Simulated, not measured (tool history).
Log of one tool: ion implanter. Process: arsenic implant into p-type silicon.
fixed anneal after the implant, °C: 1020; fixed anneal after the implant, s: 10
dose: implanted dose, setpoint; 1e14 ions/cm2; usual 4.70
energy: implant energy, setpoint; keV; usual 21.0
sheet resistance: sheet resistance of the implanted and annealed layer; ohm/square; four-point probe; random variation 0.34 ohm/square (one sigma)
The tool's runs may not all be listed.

run,hour,dose,energy,wafers since the last listed run,hours since the last dose calibration,hours since the extraction supply was calibrated,hours since the gauge calibration,"read-back reference wafer on the same gauge, sheet resistance",sheet resistance
1,0.0,4.01,21.0,0,1051.0,4229.5,562.4,216.08,258.25
2,80.5,4.33,15.5,1275,1131.5,4310.0,642.9,216.00,255.50
3,320.2,4.70,21.0,3797,1371.2,4549.7,882.6,215.89,232.45
4,383.6,4.70,21.0,1004,1434.6,4613.1,946.0,216.09,233.06
# hour 411.4: extraction supply calibrated
# hour 427.3: Faraday cup replaced and dose calibrated
5,432.0,4.70,21.0,513,4.7,20.6,994.4,216.03,226.27
# hour 506.8: gauge calibrated
6,511.3,4.70,21.0,1256,84.0,99.9,4.5,216.04,226.29
7,550.5,4.70,21.0,621,123.2,139.1,43.7,216.04,226.02
8,656.6,5.71,18.0,1680,229.3,245.2,149.8,215.96,201.99
9,706.7,3.94,24.5,793,279.4,295.3,199.9,216.04,251.87
10,746.6,3.93,17.5,632,319.3,335.2,239.8,215.92,264.09
11,805.4,4.70,21.0,931,378.1,394.0,298.6,216.17,225.94
12,865.4,5.38,16.0,950,438.1,454.0,358.6,216.02,214.31
13,931.2,4.70,21.0,1042,503.9,519.8,424.4,216.08,227.03
14,978.8,4.70,24.0,754,551.5,567.4,472.0,215.92,222.01

5 ways to go on from here, each from the tool as it stands after run 14. What would each give?
A,979.2,4.70,21.0,6,551.9,567.8,472.4,?,?
B,979.2,4.70,24.5,6,551.9,567.8,472.4,?,?
C,979.2,3.98,18.5,6,551.9,567.8,472.4,?,?
D,979.2,3.55,28.0,6,551.9,567.8,472.4,?,?
E,979.2,3.31,28.0,6,551.9,567.8,472.4,?,?

run,"read-back reference wafer on the same gauge, sheet resistance",sheet resistance
A,215.87,227.08
B,215.87,221.98
C,215.87,260.82
D,215.87,268.24
E,215.87,282.67
Without the tool's hidden state the same runs would have given:
run,sheet resistance
A,226.89
B,221.78
C,260.59
D,268.00
E,282.42
